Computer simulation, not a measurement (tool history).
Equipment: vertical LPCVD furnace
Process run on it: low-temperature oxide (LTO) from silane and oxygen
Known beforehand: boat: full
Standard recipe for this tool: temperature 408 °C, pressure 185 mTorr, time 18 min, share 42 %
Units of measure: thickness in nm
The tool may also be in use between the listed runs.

| run | day | temperature | pressure | time | share | read-back reference wafer on the same gauge, thickness | thickness |
|---|---|---|---|---|---|---|---|
| 1 | 0 | 408 | 175 | 18 | 42 | 170.15 | 137.74 |
| 2 | 4.125 | 408 | 175 | 18 | 42 | 169.68 | 137.81 |
| 3 | 7.758 | 408 | 165 | 18 | 42 | 170 | 130.39 |
| 4 | 10.925 | 408 | 165 | 18 | 42 | 170.06 | 129.79 |
| 5 | 13.817 | 408 | 185 | 18 | 42 | 169.83 | 146.8 |
| 6 | 18.204 | 408 | 185 | 18 | 42 | 170.02 | 145.26 |
| 7 | 21.896 | 411 | 185 | 14 | 42 | 169.9 | 117.46 |
| 8 | 23.479 | 408 | 185 | 18 | 42 | 169.84 | 146.81 |
|  | 27.438 | silane flow controller replaced |
|  | 27.621 | pressure gauge zeroed |
| 9 | 27.85 | 408 | 185 | 18 | 42 | 170.1 | 135.3 |
| 10 | 31.308 | 408 | 185 | 18 | 42 | 170 | 135.7 |
| 11 | 38.571 | 408 | 155 | 18 | 42 | 170.26 | 113.26 |
| 12 | 40.567 | 408 | 155 | 18 | 42 | 170.05 | 113.26 |
| 13 | 44.988 | 408 | 185 | 18 | 42 | 169.97 | 136.31 |
| 14 | 48.325 | 412 | 185 | 18 | 42 | 170.26 | 141.27 |
| 15 | 52.254 | 408 | 185 | 18 | 42 | 170.04 | 136.26 |
|  | 53.462 | silane flow controller replaced, repeated, since the last time left the tool worse |
| 16 | 54.758 | 408 | 185 | 23.5 | 37 | 169.95 | 160.53 |
| 17 | 56.283 | 412 | 185 | 18 | 42 | 169.82 | 148.06 |
| 18 | 58.438 | 408 | 185 | 18 | 42 | 170.1 | 142.46 |
| 19 | 60.6 | 418 | 185 | 18 | 42 | 170.06 | 157.76 |
|  | 64.354 | thermocouples replaced and temperature profile calibrated |
| 20 | 64.375 | 398 | 185 | 18 | 39 | 169.87 | 117.64 |
| 21 | 65.462 | 408 | 185 | 18 | 42 | 170.05 | 143.06 |
| 22 | 69.271 | 408 | 185 | 18 | 42 | 170.19 | 142.37 |

What will run 23 give?
| 23 | 73.525 | 408 | 145 | 21.5 | 47 | ? | ? |

Run 23 gave read-back reference wafer on the same gauge, thickness 170.22, thickness 149.69 nm.
Take away the tool's hidden state, keep the run-to-run variation as it was, and the same run would have given thickness 149.49 nm.

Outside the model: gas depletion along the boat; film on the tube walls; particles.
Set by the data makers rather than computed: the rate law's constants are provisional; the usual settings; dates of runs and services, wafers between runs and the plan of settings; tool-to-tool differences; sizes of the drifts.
